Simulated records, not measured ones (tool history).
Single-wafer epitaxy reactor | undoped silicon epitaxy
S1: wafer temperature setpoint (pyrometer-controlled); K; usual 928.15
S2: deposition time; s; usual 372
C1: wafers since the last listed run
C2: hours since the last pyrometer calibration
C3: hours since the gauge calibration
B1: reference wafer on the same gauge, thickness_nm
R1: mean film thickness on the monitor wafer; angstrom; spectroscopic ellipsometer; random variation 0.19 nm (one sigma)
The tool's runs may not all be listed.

run 1 day=0.000 | S1=928.15 S2=372 | C1=0 C2=2490.7 C3=139.9 | B1=60.607 | R1=646.82
run 2 day=0.800 | S1=928.15 S2=372 | C1=119 C2=2509.9 C3=159.1 | B1=60.550 | R1=645.68
run 3 day=2.246 | S1=937.15 S2=330 | C1=215 C2=2544.6 C3=193.8 | B1=60.545 | R1=679.42
run 4 day=3.062 | S1=928.15 S2=372 | C1=121 C2=2564.2 C3=213.4 | B1=60.579 | R1=646.20
run 5 day=3.738 | S1=920.15 S2=372 | C1=100 C2=2580.4 C3=229.6 | B1=60.568 | R1=557.23
run 6 day=4.708 | S1=920.15 S2=372 | C1=144 C2=2603.7 C3=252.9 | B1=60.565 | R1=560.27
run 7 day=5.888 | S1=928.15 S2=372 | C1=176 C2=2632.0 C3=281.2 | B1=60.667 | R1=648.52
run 8 day=6.800 | S1=928.15 S2=372 | C1=136 C2=2653.9 C3=303.1 | B1=60.592 | R1=649.23
run 9 day=8.008 | S1=928.15 S2=372 | C1=180 C2=2682.9 C3=332.1 | B1=60.550 | R1=650.89
run 10 day=9.454 | S1=928.15 S2=372 | C1=215 C2=2717.6 C3=366.8 | B1=60.592 | R1=650.72
run 11 day=10.021 | S1=928.15 S2=372 | C1=84 C2=2731.2 C3=380.4 | B1=60.593 | R1=646.50
run 12 day=11.017 | S1=932.15 S2=423 | C1=148 C2=2755.1 C3=404.3 | B1=60.573 | R1=796.43
-- day=11.367 pyrometer calibrated
run 13 day=12.346 | S1=932.15 S2=423 | C1=148 C2=23.5 C3=436.2 | B1=60.605 | R1=766.62
-- day=13.196 gauge calibrated
run 14 day=13.821 | S1=932.15 S2=423 | C1=220 C2=58.9 C3=15.0 | B1=60.620 | R1=767.03
run 15 day=14.504 | S1=939.15 S2=339 | C1=102 C2=75.3 C3=31.4 | B1=60.600 | R1=697.08
run 16 day=15.283 | S1=939.15 S2=339 | C1=116 C2=94.0 C3=50.1 | B1=60.603 | R1=696.62
run 17 day=16.000 | S1=939.15 S2=339 | C1=106 C2=111.2 C3=67.3 | B1=60.552 | R1=697.84
run 18 day=16.992 | S1=937.15 S2=423 | C1=148 C2=135.0 C3=91.1 | B1=60.644 | R1=836.53
run 19 day=18.158 | S1=928.15 S2=424 | C1=174 C2=163.0 C3=119.1 | B1=60.634 | R1=711.82
run 20 day=19.167 | S1=928.15 S2=372 | C1=150 C2=187.2 C3=143.3 | B1=60.505 | R1=626.07
run 21 day=20.467 | S1=933.15 S2=372 | C1=194 C2=218.4 C3=174.5 | B1=60.583 | R1=687.87
run 22 day=21.146 | S1=923.15 S2=372 | C1=101 C2=234.7 C3=190.8 | B1=60.562 | R1=566.33
run 23 day=22.467 | S1=918.15 S2=322 | C1=197 C2=266.4 C3=222.5 | B1=60.652 | R1=447.08
run 24 day=23.271 | S1=928.15 S2=372 | C1=120 C2=285.7 C3=241.8 | B1=60.579 | R1=626.07
run 25 day=24.088 | S1=932.15 S2=423 | C1=121 C2=305.3 C3=261.4 | B1=60.601 | R1=768.01
run 26 day=24.900 | S1=922.15 S2=349 | C1=121 C2=324.8 C3=280.9 | B1=60.576 | R1=521.95
run 27 day=25.954 | S1=941.15 S2=311 | C1=157 C2=350.1 C3=306.2 | B1=60.574 | R1=665.55
run 28 day=27.121 | S1=916.15 S2=372 | C1=174 C2=378.1 C3=334.2 | B1=60.649 | R1=494.41
run 29 day=27.667 | S1=923.15 S2=417 | C1=81 C2=391.2 C3=347.3 | B1=60.545 | R1=634.59
run 30 day=28.983 | S1=928.15 S2=372 | C1=196 C2=422.8 C3=378.9 | B1=60.567 | R1=627.30
run 31 day=30.129 | S1=938.15 S2=372 | C1=171 C2=450.3 C3=406.4 | B1=60.648 | R1=754.55
run 32 day=31.133 | S1=942.15 S2=393 | C1=149 C2=474.4 C3=430.5 | B1=60.564 | R1=857.23
-- day=32.138 gauge calibrated
run 33 day=32.479 | S1=928.15 S2=372 | C1=200 C2=506.7 C3=8.2 | B1=60.605 | R1=627.14
run 34 day=33.958 | S1=928.15 S2=416 | C1=220 C2=542.2 C3=43.7 | B1=60.638 | R1=701.44
run 35 day=35.188 | S1=942.15 S2=394 | C1=183 C2=571.7 C3=73.2 | B1=60.561 | R1=866.70
run 36 day=35.862 | S1=933.15 S2=427 | C1=100 C2=587.9 C3=89.4 | B1=60.622 | R1=790.94

The tool's hidden state at each run:
gauge reads high (%): 0 in every run
H1: wafer temperature above the value expected at the setpoint (K)
run=1 H1=2.13
run=2 H1=2.14
run=3 H1=2.17
run=4 H1=2.19
run=5 H1=2.2
run=6 H1=2.22
run=7 H1=2.24
run=8 H1=2.26
run=9 H1=2.28
run=10 H1=2.31
run=11 H1=2.32
run=12 H1=2.34
run=13 H1=0.128
run=14 H1=0.157
run=15 H1=0.17
run=16 H1=0.184
run=17 H1=0.198
run=18 H1=0.217
run=19 H1=0.239
run=20 H1=0.259
run=21 H1=0.283
run=22 H1=0.296
run=23 H1=0.321
run=24 H1=0.337
run=25 H1=0.352
run=26 H1=0.368
run=27 H1=0.388
run=28 H1=0.41
run=29 H1=0.421
run=30 H1=0.446
run=31 H1=0.468
run=32 H1=0.487
run=33 H1=0.512
run=34 H1=0.541
run=35 H1=0.564
run=36 H1=0.577
